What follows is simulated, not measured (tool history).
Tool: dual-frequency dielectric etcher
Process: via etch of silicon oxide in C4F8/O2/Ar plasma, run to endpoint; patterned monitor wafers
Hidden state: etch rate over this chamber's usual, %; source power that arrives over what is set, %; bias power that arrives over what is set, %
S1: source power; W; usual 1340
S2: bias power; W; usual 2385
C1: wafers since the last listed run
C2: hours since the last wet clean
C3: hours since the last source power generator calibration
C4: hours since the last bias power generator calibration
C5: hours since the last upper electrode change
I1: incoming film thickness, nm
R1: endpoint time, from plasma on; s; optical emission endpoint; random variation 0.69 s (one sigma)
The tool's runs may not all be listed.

| run | hour | S1 | S2 | C1 | C2 | C3 | C4 | C5 | I1 | R1 |
|---|---|---|---|---|---|---|---|---|---|---|
| 1 | 0 | 1340 | 2385 | 0 | 424.8 | 2390.3 | 4611.7 | 2153 | 801.5 | 172 |
| 2 | 6.5 | 1340 | 2385 | 28 | 431.3 | 2396.8 | 4618.2 | 2159.5 | 803.9 | 171.1 |
| 3 | 13.6 | 1220 | 2604 | 30 | 438.4 | 2403.9 | 4625.3 | 2166.6 | 806.2 | 171.2 |
| 4 | 21.7 | 1220 | 2604 | 34 | 446.5 | 2412 | 4633.4 | 2174.7 | 803.5 | 169.5 |
| 5 | 31.5 | 1340 | 2385 | 42 | 456.3 | 2421.8 | 4643.2 | 2184.5 | 803.2 | 170.3 |
| 6 | 38.5 | 1340 | 2385 | 30 | 463.3 | 2428.8 | 4650.2 | 2191.5 | 805.7 | 171.6 |
|  | 44 | source power generator calibrated |
|  | 67.6 | upper electrode replaced, of another model than before |
| 7 | 68.1 | 1220 | 2189 | 8 | 492.9 | 24.1 | 4679.8 | 0.5 | 798.1 | 186 |
| 8 | 68.4 | 1340 | 2516 | 1 | 493.2 | 24.4 | 4680.1 | 0.8 | 800.1 | 168.6 |
| 9 | 80.6 | 1340 | 2516 | 52 | 505.4 | 36.6 | 4692.3 | 13 | 802.3 | 169.6 |
| 10 | 89.8 | 1340 | 2385 | 39 | 514.6 | 45.8 | 4701.5 | 22.2 | 802 | 169.8 |
| 11 | 107.2 | 1340 | 2385 | 75 | 532 | 63.2 | 4718.9 | 39.6 | 809.3 | 171.2 |
| 12 | 113.6 | 1420 | 2385 | 27 | 538.4 | 69.6 | 4725.3 | 46 | 812.7 | 167.4 |
| 13 | 121.7 | 1420 | 2385 | 34 | 546.5 | 77.7 | 4733.4 | 54.1 | 808.9 | 165 |
| 14 | 137.2 | 1340 | 2385 | 66 | 562 | 93.2 | 4748.9 | 69.6 | 805.6 | 171.1 |
| 15 | 144.3 | 1580 | 2147 | 30 | 569.1 | 100.3 | 4756 | 76.7 | 796.7 | 155.7 |
|  | 173.9 | wet clean of the chamber |
| 16 | 174.4 | 1620 | 2192 | 26 | 0.5 | 130.4 | 4786.1 | 106.8 | 804.6 | 162.5 |
| 17 | 179.1 | 1340 | 2784 | 20 | 5.2 | 135.1 | 4790.8 | 111.5 | 804.1 | 172.4 |
| 18 | 186.8 | 1630 | 2199 | 33 | 12.9 | 142.8 | 4798.5 | 119.2 | 802.9 | 160.1 |
| 19 | 194.7 | 1010 | 2180 | 34 | 20.8 | 150.7 | 4806.4 | 127.1 | 805.6 | 226.7 |
|  | 203.8 | bias power generator calibrated |
| 20 | 212.1 | 1340 | 2385 | 57 | 38.2 | 168.1 | 8.3 | 144.5 | 803.9 | 179 |
| 21 | 227.1 | 1340 | 2385 | 64 | 53.2 | 183.1 | 23.3 | 159.5 | 806.5 | 178.8 |
| 22 | 235.4 | 1230 | 2821 | 35 | 61.5 | 191.4 | 31.6 | 167.8 | 801.6 | 180.5 |
| 23 | 246 | 1010 | 2872 | 45 | 72.1 | 202 | 42.2 | 178.4 | 805.6 | 210.5 |
| 24 | 259.6 | 1620 | 2122 | 58 | 85.7 | 215.6 | 55.8 | 192 | 811.4 | 163.8 |
| 25 | 268.9 | 1530 | 2620 | 40 | 95 | 224.9 | 65.1 | 201.3 | 803.2 | 160.4 |
| 26 | 284.7 | 1660 | 1840 | 68 | 110.8 | 240.7 | 80.9 | 217.1 | 802.6 | 164.9 |
| 27 | 302.1 | 1100 | 2159 | 75 | 128.2 | 258.1 | 98.3 | 234.5 | 810.4 | 211.2 |
| 28 | 318.2 | 1590 | 2572 | 69 | 144.3 | 274.2 | 114.4 | 250.6 | 802.7 | 156.3 |
| 29 | 329.4 | 1340 | 2097 | 48 | 155.5 | 285.4 | 125.6 | 261.8 | 807.7 | 181.5 |
| 30 | 338 | 1110 | 2385 | 37 | 164.1 | 294 | 134.2 | 270.4 | 796.5 | 201.2 |
| 31 | 352.9 | 1340 | 2385 | 64 | 179 | 308.9 | 149.1 | 285.3 | 815.8 | 179.1 |
| 32 | 365.3 | 1660 | 2385 | 53 | 191.4 | 321.3 | 161.5 | 297.7 | 800 | 153.7 |
| 33 | 380.1 | 1340 | 2385 | 63 | 206.2 | 336.1 | 176.3 | 312.5 | 805.8 | 176.8 |
| 34 | 397.5 | 1530 | 2620 | 75 | 223.6 | 353.5 | 193.7 | 329.9 | 804.4 | 158 |
| 35 | 410 | 1340 | 2657 | 53 | 236.1 | 366 | 206.2 | 342.4 | 812.9 | 173.4 |
| 36 | 423.9 | 1180 | 1908 | 59 | 250 | 379.9 | 220.1 | 356.3 | 809.6 | 204.1 |

Forecast each of these 3 alternatives for the next run:
| A | 424.4 | 1630 | 2385 | 2 | 250.5 | 380.4 | 220.6 | 356.8 | 806.3 | ? |
| B | 424.4 | 1520 | 2971 | 2 | 250.5 | 380.4 | 220.6 | 356.8 | 806.3 | ? |
| C | 424.4 | 1230 | 2385 | 2 | 250.5 | 380.4 | 220.6 | 356.8 | 806.3 | ? |

| run | R1 |
|---|---|
| A | 155.5 |
| B | 153.8 |
| C | 186.9 |
Without the tool's hidden state the same runs would have given:
| run | R1 |
|---|---|
| A | 157.6 |
| B | 155.8 |
| C | 189.4 |

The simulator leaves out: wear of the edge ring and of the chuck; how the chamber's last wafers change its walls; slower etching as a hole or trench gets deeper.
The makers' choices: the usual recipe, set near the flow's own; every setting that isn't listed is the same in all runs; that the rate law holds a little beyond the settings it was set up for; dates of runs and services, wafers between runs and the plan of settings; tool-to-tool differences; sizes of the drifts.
